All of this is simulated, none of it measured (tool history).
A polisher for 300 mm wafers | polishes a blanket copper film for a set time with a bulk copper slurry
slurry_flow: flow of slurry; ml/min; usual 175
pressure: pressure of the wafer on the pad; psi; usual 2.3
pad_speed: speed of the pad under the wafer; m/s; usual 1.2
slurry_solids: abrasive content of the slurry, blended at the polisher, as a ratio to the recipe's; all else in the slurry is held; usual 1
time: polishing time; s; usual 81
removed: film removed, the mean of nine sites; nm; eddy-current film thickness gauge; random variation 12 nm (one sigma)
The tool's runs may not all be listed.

run	day	slurry_flow	pressure	pad_speed	slurry_solids	time	wafers since the last listed run	wafers polished on this pad	hours since the slurry nozzle was cleaned	hours since the head pressure was calibrated	hours since the slurry blender was calibrated	incoming thickness of the incoming film, nm	removed
1	0	175	2.3	1.2	1.2	81	0	2486	326.9	351.1	96.8	3747	850.8
2	1.808	175	2.3	1.2	1.1	81	387	2874	370.3	394.5	140.2	3732.4	799.5
# day 3.662: worn pad replaced by a new one
3	4.517	175	2.3	1.2	1.1	81	544	183	435.3	459.5	205.2	3773.3	788
# day 4.983: slurry nozzle cleaned
4	7.042	175	2.3	1.2	1.1	81	531	715	49.4	520.1	265.8	3786.6	846.5
5	9.958	175	2.8	1.2	1	81	624	1340	119.4	590.1	335.8	3680.5	960.5
# day 10.767: slurry blender recalibrated
6	11.338	175	2.8	1.2	1	81	277	1617	152.5	623.2	13.7	3731.6	994.8
7	14.067	175	2.8	1.2	1	81	584	2202	218	688.7	79.2	3686.5	974
8	16.604	175	2.1	1.2	1	81	543	2745	278.9	749.6	140.1	3712.9	751.9
# day 17.212: worn pad replaced by a new one
9	18.367	175	2.3	1.2	1	81	341	246	321.2	791.9	182.4	3723.8	820.9
10	20.688	175	2.3	1.2	1	81	497	744	376.9	847.6	238.1	3671.1	782.6
11	22.704	175	2.3	1.2	1	81	432	1176	425.3	896	286.5	3794.5	755.9
# day 23.35: slurry nozzle cleaned
# day 25.112: head pressure recalibrated
12	25.308	175	2.3	1.2	1	81	531	1707	47	4.7	349	3769.4	857.3
# day 26.925: slurry blender recalibrated
13	28.175	175	2.3	1.2	1	81	596	2303	115.8	73.5	30	3723.8	837.3
14	29.625	175	2.3	1.52	1	81	310	2614	150.6	108.3	64.8	3753.1	1019.6
# day 30.304: worn pad replaced by a new one
15	31.708	175	2.3	1.2	1	81	410	300	200.6	158.3	114.8	3745.3	834.3
16	33.692	210	2.3	1.2	0.85	81	424	725	248.2	205.9	162.4	3715.3	793.8
17	36.358	175	2.3	1.2	1	81	571	1296	312.2	269.9	226.4	3747.8	799.5
18	38.254	175	2.3	1.2	0.9	70	406	1702	357.7	315.4	271.9	3748.9	646.6
# day 39.05: slurry nozzle cleaned
19	41.238	175	2.3	1.2	1.3	89	630	2332	52.5	387	343.5	3740.9	1005.8
# day 42.346: slurry blender recalibrated
20	43.425	205	1.8	1.2	1.15	92	450	2783	105	439.5	25.9	3723.9	833.8
# day 44.438: worn pad replaced by a new one
21	45.921	175	2.3	1.02	0.85	101	498	317	164.9	499.4	85.8	3700.5	818.4
22	48.554	175	2.3	1.2	1	81	564	881	228.1	562.6	149	3760.4	830.6
23	50.183	175	2	0.98	1	81	349	1230	267.2	601.7	188.1	3730.7	589.6
24	52.125	120	1.7	1.06	1.1	81	415	1646	313.8	648.3	234.7	3734.1	554.6
# day 54.688: slurry blender recalibrated
# day 55.342: slurry nozzle cleaned
25	59.271	175	2.5	1	1	59	1504	3150	94.3	819.8	110	3736.8	538.4
# day 60.383: head pressure recalibrated
# day 60.4: worn pad replaced by a new one
26	61.162	175	2.3	0.9	1	69	383	163	139.7	18.7	155.4	3711.3	522.8
27	64.104	175	2.3	1.2	1	81	630	793	210.3	89.3	226	3720.6	852.3
28	66.404	175	2.6	0.98	0.75	93	492	1286	265.5	144.5	281.2	3702.2	761.3
# day 67.129: slurry blender recalibrated
29	68.938	175	2.3	1.2	1	81	524	1811	326.3	205.3	43.4	3729.2	788.7

Forecast each of these 5 alternatives for the next run:
A	68.958	175	2.3	1.2	1	81	4	1815	326.8	205.8	43.9	3717.3	?
B	68.958	120	1.5	1.2	0.8	81	4	1815	326.8	205.8	43.9	3717.3	?
C	68.958	225	2	0.9	1	81	4	1815	326.8	205.8	43.9	3717.3	?
D	68.958	175	2.3	1.2	1.25	100	4	1815	326.8	205.8	43.9	3717.3	?
E	68.958	175	2.3	1.48	1	89	4	1815	326.8	205.8	43.9	3717.3	?

run	removed
A	803.8
B	499.7
C	565
D	1072.3
E	1089.3
Without the tool's hidden state the same runs would have given:
run	removed
A	846
B	535.6
C	588.8
D	1128.6
E	1146.5
